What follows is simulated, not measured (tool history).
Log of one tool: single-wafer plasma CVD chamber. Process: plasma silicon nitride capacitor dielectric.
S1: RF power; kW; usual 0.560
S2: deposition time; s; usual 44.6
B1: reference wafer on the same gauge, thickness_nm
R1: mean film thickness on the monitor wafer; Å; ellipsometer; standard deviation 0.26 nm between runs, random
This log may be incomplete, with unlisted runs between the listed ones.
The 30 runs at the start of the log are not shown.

Run 31, day 85.400: usual settings but S2 51.1 s; B1 79.238. Result: R1 810.77 Å.
Run 32, day 88.121: usual settings but S1 0.455 kW, S2 51.4 s; B1 79.325. Result: R1 725.99 Å.
Run 33, day 90.425: usual settings; B1 79.317. Result: R1 705.85 Å.
Run 34, day 93.042: usual settings but S2 37.8 s; B1 79.250. Result: R1 592.93 Å.
Run 35, day 94.371: usual settings; B1 79.363. Result: R1 698.34 Å.
Run 36, day 96.183: usual settings; B1 79.183. Result: R1 699.44 Å.
Run 37, day 98.629: usual settings but S1 0.665 kW; B1 79.274. Result: R1 763.09 Å.
Run 38, day 99.908: usual settings; B1 79.287. Result: R1 698.61 Å.
Run 39, day 101.321: usual settings; B1 79.348. Result: R1 699.74 Å.

What if the next run were any one of these 5? Each begins from the tool's condition after run 39:
Run A, day 101.338: usual settings but S1 0.635 kW; B1 ?. Result: R1 ?.
Run B, day 101.338: usual settings but S1 0.605 kW, S2 40.0 s; B1 ?. Result: R1 ?.
Run C, day 101.338: usual settings but S1 0.655 kW, S2 38.6 s; B1 ?. Result: R1 ?.
Run D, day 101.338: usual settings but S1 0.655 kW, S2 36.1 s; B1 ?. Result: R1 ?.
Run E, day 101.338: usual settings but S1 0.615 kW, S2 51.6 s; B1 ?. Result: R1 ?.

run      B1      R1
  A  79.265  745.97
  B  79.265  653.74
  C  79.265  655.03
  D  79.265  612.61
  E  79.265  850.02
The same runs, with their run-to-run variation unchanged, on a tool lacking any hidden condition would have given:
run      R1
  A  759.06
  B  665.21
  C  666.53
  D  623.36
  E  864.94
